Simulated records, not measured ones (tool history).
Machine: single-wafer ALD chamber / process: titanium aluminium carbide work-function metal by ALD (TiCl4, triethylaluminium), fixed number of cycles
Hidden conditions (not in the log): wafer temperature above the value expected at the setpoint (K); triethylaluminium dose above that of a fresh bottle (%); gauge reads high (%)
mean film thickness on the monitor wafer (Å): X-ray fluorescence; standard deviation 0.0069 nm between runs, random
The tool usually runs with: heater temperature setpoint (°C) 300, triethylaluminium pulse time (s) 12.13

run,day,heater temperature setpoint (°C),triethylaluminium pulse time (s),wafers since the last listed run,hours since the last thermocouple change,hours since the last triethylaluminium bottle change,hours since the showerhead was replaced,hours since the gauge calibration,"read-back reference wafer on the same gauge, thickness_nm",mean film thickness on the monitor wafer (Å)
1,0.000,303,9.32,0,2393.3,1207.8,4531.5,183.6,2.612,21.66
2,0.729,306,8.59,170,2410.8,1225.3,4549.0,201.1,2.610,21.72
3,2.162,296,12.13,334,2445.2,1259.7,4583.4,235.5,2.610,21.84
4,2.683,300,12.13,121,2457.7,1272.2,4595.9,248.0,2.612,22.03
5,2.971,300,12.13,67,2464.6,1279.1,4602.8,254.9,2.607,22.11
6,3.712,311,15.68,172,2482.4,1296.9,4620.6,272.7,2.612,23.57
7,3.983,308,12.13,63,2488.9,1303.4,4627.1,279.2,2.610,22.86
8,4.596,308,12.13,142,2503.6,1318.1,4641.8,293.9,2.609,22.78
9,4.925,300,12.13,76,2511.5,1326.0,4649.7,301.8,2.609,22.21
# day 5.267: showerhead replaced
10,5.650,295,15.52,91,2528.9,1343.4,9.2,319.2,2.611,22.15
11,6.246,311,14.66,138,2543.2,1357.7,23.5,333.5,2.608,23.44
12,6.583,300,12.13,78,2551.3,1365.8,31.6,341.6,2.608,22.15
13,7.075,296,9.39,114,2563.1,1377.6,43.4,353.4,2.609,20.96
# day 7.546: triethylaluminium bottle replaced
14,7.567,300,7.74,36,2574.9,0.5,55.2,365.2,2.614,18.52
15,8.079,309,10.40,119,2587.2,12.8,67.5,377.5,2.609,21.03
16,8.638,300,12.13,130,2600.6,26.2,80.9,390.9,2.609,20.93
# day 9.258: thermocouple changed; heater temperature recalibrated
17,9.279,314,9.63,71,0.5,41.6,96.3,406.3,2.611,20.99
18,9.700,294,13.50,98,10.6,51.7,106.4,416.4,2.610,21.02
19,10.221,300,12.13,121,23.1,64.2,118.9,428.9,2.610,21.03
20,10.888,306,8.94,155,39.1,80.2,134.9,444.9,2.609,19.79
21,11.183,300,12.13,68,46.2,87.3,142.0,452.0,2.606,20.97
# day 11.288: gauge calibrated
22,11.708,286,7.86,122,58.8,99.9,154.6,10.1,2.606,17.59
23,12.392,315,13.55,159,75.2,116.3,171.0,26.5,2.608,22.65
24,12.804,300,14.31,96,85.1,126.2,180.9,36.4,2.609,21.59
25,13.138,293,9.39,77,93.1,134.2,188.9,44.4,2.611,19.11
26,13.392,310,12.13,59,99.2,140.3,195.0,50.5,2.610,21.67
# day 13.867: triethylaluminium bottle replaced, repeated, since the last time left the tool worse
27,13.888,285,12.13,37,111.1,0.5,206.9,62.4,2.610,21.22
28,14.250,300,12.13,84,119.8,9.2,215.6,71.1,2.610,22.63
29,14.571,304,10.22,74,127.5,16.9,223.3,78.8,2.613,22.64
30,14.900,305,15.05,76,135.4,24.8,231.2,86.7,2.610,23.27
31,15.483,291,16.59,136,149.4,38.8,245.2,100.7,2.606,21.99
32,16.221,300,16.71,171,167.1,56.5,262.9,118.4,2.609,22.90
33,16.717,292,8.78,115,179.0,68.4,274.8,130.3,2.612,21.25

Across each entry between runs, compare the hidden state at the last listed run before it with the hidden state at the first listed run after it:
Between runs 9 and 10: showerhead replaced (day 5.267)
  triethylaluminium dose above that of a fresh bottle (%): -21 -> -21.5
  measured less the result without the state, mean film thickness on the monitor wafer (Å): -0.43 -> -0.22
Between runs 13 and 14: triethylaluminium bottle replaced (day 7.546)
  triethylaluminium dose above that of a fresh bottle (%): -22.6 -> -45.3
  measured less the result without the state, mean film thickness on the monitor wafer (Å): -0.79 -> -3.00
Between runs 16 and 17: thermocouple changed; heater temperature recalibrated (day 9.258)
  no hidden state differs between the two runs
  measured less the result without the state, mean film thickness on the monitor wafer (Å): -1.60 -> -2.47
Between runs 21 and 22: gauge calibrated (day 11.288)
  triethylaluminium dose above that of a fresh bottle (%): -45.3 -> -45.4
  measured less the result without the state, mean film thickness on the monitor wafer (Å): -1.61 -> -2.80
Between runs 26 and 27: triethylaluminium bottle replaced, repeated, since the last time left the tool worse (day 13.867)
  triethylaluminium dose above that of a fresh bottle (%): -45.5 -> -1.35
  measured less the result without the state, mean film thickness on the monitor wafer (Å): -1.68 -> -0.02
